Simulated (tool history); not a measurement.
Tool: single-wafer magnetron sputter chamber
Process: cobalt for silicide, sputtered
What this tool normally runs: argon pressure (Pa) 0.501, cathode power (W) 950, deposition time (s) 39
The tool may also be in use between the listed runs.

| run | hour | argon pressure (Pa) | cathode power (W) | deposition time (s) | wafers since the last listed run | wafers on the sputter target | hours since the last manometer calibration | hours since the magnet pack was replaced | hours since the gauge calibration | read-back reference wafer on the same gauge, thickness_nm | mean film thickness on the monitor wafer (angstrom) |
|---|---|---|---|---|---|---|---|---|---|---|---|
| 1 | 0 | 0.501 | 950 | 39 | 0 | 273 | 1282.2 | 9288.8 | 270.6 | 18.893 | 179.44 |
| 2 | 27 | 0.501 | 950 | 39 | 627 | 901 | 1309.2 | 9315.8 | 297.6 | 18.899 | 178.5 |
| 3 | 51.1 | 0.501 | 1100 | 39 | 560 | 1461 | 1333.3 | 9339.9 | 321.7 | 18.89 | 206.26 |
| 4 | 85.1 | 0.501 | 950 | 39 | 790 | 2252 | 1367.3 | 9373.9 | 355.7 | 18.898 | 177.15 |
| 5 | 106 | 0.501 | 950 | 39 | 485 | 2738 | 1388.2 | 9394.8 | 376.6 | 18.908 | 177.19 |
| 6 | 139.5 | 0.551 | 950 | 39 | 778 | 3517 | 1421.7 | 9428.3 | 410.1 | 18.899 | 174.83 |
|  | 187.1 | sputter target and shields replaced |
| 7 | 197.6 | 0.551 | 950 | 39 | 1164 | 243 | 1479.8 | 9486.4 | 468.2 | 18.898 | 177.25 |
| 8 | 233.5 | 0.501 | 950 | 39 | 834 | 1077 | 1515.7 | 9522.3 | 504.1 | 18.899 | 179.71 |
| 9 | 255.7 | 0.501 | 950 | 39 | 516 | 1594 | 1537.9 | 9544.5 | 526.3 | 18.891 | 178.4 |
| 10 | 288.5 | 0.501 | 950 | 39 | 762 | 2356 | 1570.7 | 9577.3 | 559.1 | 18.907 | 177.28 |
| 11 | 301.6 | 0.397 | 950 | 39 | 304 | 2661 | 1583.8 | 9590.4 | 572.2 | 18.897 | 183.57 |
| 12 | 333.2 | 0.501 | 950 | 39 | 734 | 3396 | 1615.4 | 9622 | 603.8 | 18.896 | 177.94 |
|  | 347.3 | gauge calibrated |
| 13 | 347.6 | 0.501 | 950 | 39 | 334 | 3731 | 1629.8 | 9636.4 | 0.3 | 18.907 | 177.05 |
| 14 | 363.3 | 0.501 | 950 | 39 | 365 | 4096 | 1645.5 | 9652.1 | 16 | 18.889 | 177.49 |
|  | 384.1 | sputter target and shields replaced |
| 15 | 396.4 | 0.501 | 950 | 43.7 | 583 | 286 | 1678.6 | 9685.2 | 49.1 | 18.898 | 203.3 |
|  | 415.2 | magnet pack replaced |
| 16 | 415.7 | 0.501 | 950 | 43.7 | 262 | 548 | 1697.9 | 0.5 | 68.4 | 18.895 | 201.06 |
| 17 | 424.1 | 0.681 | 950 | 33 | 195 | 744 | 1706.3 | 8.9 | 76.8 | 18.898 | 144.43 |
|  | 472.3 | capacitance manometer re-zeroed and calibrated |
| 18 | 495.7 | 0.405 | 950 | 41.1 | 1478 | 2223 | 23.4 | 80.5 | 148.4 | 18.916 | 191.11 |
| 19 | 518.6 | 0.501 | 1150 | 39 | 532 | 2755 | 46.3 | 103.4 | 171.3 | 18.903 | 212.23 |
| 20 | 536.7 | 0.438 | 850 | 34.2 | 420 | 3176 | 64.4 | 121.5 | 189.4 | 18.904 | 140.13 |
|  | 615.4 | sputter target and shields replaced |
| 21 | 615.9 | 0.501 | 950 | 39 | 1655 | 12 | 143.6 | 200.7 | 268.6 | 18.898 | 178.81 |
| 22 | 678.2 | 0.501 | 950 | 39 | 1448 | 1460 | 205.9 | 263 | 330.9 | 18.902 | 176.78 |
| 23 | 743.1 | 0.501 | 950 | 39 | 1509 | 2969 | 270.8 | 327.9 | 395.8 | 18.906 | 175.84 |
| 24 | 778.4 | 0.501 | 950 | 39 | 820 | 3790 | 306.1 | 363.2 | 431.1 | 18.882 | 175.31 |
|  | 803.1 | sputter target and shields replaced |
| 25 | 803.6 | 0.501 | 800 | 35 | 399 | 11 | 331.3 | 388.4 | 456.3 | 18.907 | 136.41 |
| 26 | 817.1 | 0.501 | 750 | 46.5 | 313 | 325 | 344.8 | 401.9 | 469.8 | 18.903 | 168.55 |
| 27 | 852.8 | 0.501 | 950 | 39 | 830 | 1155 | 380.5 | 437.6 | 505.5 | 18.908 | 177.75 |
| 28 | 869.2 | 0.501 | 800 | 39 | 381 | 1536 | 396.9 | 454 | 521.9 | 18.904 | 149.69 |
| 29 | 886 | 0.428 | 1050 | 42.5 | 390 | 1927 | 413.7 | 470.8 | 538.7 | 18.892 | 216.76 |
|  | 907.1 | gauge calibrated |
| 30 | 915.5 | 0.501 | 950 | 39 | 685 | 2613 | 443.2 | 500.3 | 8.4 | 18.902 | 176.14 |
| 31 | 927.8 | 0.387 | 950 | 41 | 286 | 2899 | 455.5 | 512.6 | 20.7 | 18.906 | 191.8 |
| 32 | 945 | 0.617 | 800 | 39 | 399 | 3299 | 472.7 | 529.8 | 37.9 | 18.898 | 141.85 |
|  | 1006 | sputter target and shields replaced |
| 33 | 1037.4 | 0.623 | 800 | 31.2 | 1962 | 730 | 565.1 | 622.2 | 130.3 | 18.883 | 115.42 |

For some of the steps in mean film thickness on the monitor wafer (angstrom) from one run to the next: how much would appear even if the tool had no hidden state, given the settings, what came in and random variation, and how much remains for the hidden state plus any gauge scatter that the measured result and the result without hidden state don't share?
Hidden state present: deposition rate above that of a new target (%); true argon pressure above the setpoint (%); gauge reads high (%).
Run 14 -> 15: deposition time (s) 39 -> 43.7, sputter target and shields replaced. mean film thickness on the monitor wafer (angstrom) +25.81: hidden state +4.01, all else +21.8.
Run 16 -> 17: argon pressure (Pa) 0.501 -> 0.681, deposition time (s) 43.7 -> 33. mean film thickness on the monitor wafer (angstrom) -56.63: hidden state +0.29, all else -56.92.
Run 17 -> 18: argon pressure (Pa) 0.681 -> 0.405, deposition time (s) 33 -> 41.1, capacitance manometer re-zeroed and calibrated. mean film thickness on the monitor wafer (angstrom) +46.68: hidden state -5.42, all else +52.1.
Run 19 -> 20: argon pressure (Pa) 0.501 -> 0.438, cathode power (W) 1150 -> 850, deposition time (s) 39 -> 34.2. mean film thickness on the monitor wafer (angstrom) -72.1: hidden state +1.01, all else -73.11.
Run 24 -> 25: cathode power (W) 950 -> 800, deposition time (s) 39 -> 35, sputter target and shields replaced. mean film thickness on the monitor wafer (angstrom) -38.9: hidden state +3.81, all else -42.71.
Run 28 -> 29: argon pressure (Pa) 0.501 -> 0.428, cathode power (W) 800 -> 1050, deposition time (s) 39 -> 42.5. mean film thickness on the monitor wafer (angstrom) +67.07: hidden state -1.28, all else +68.35.
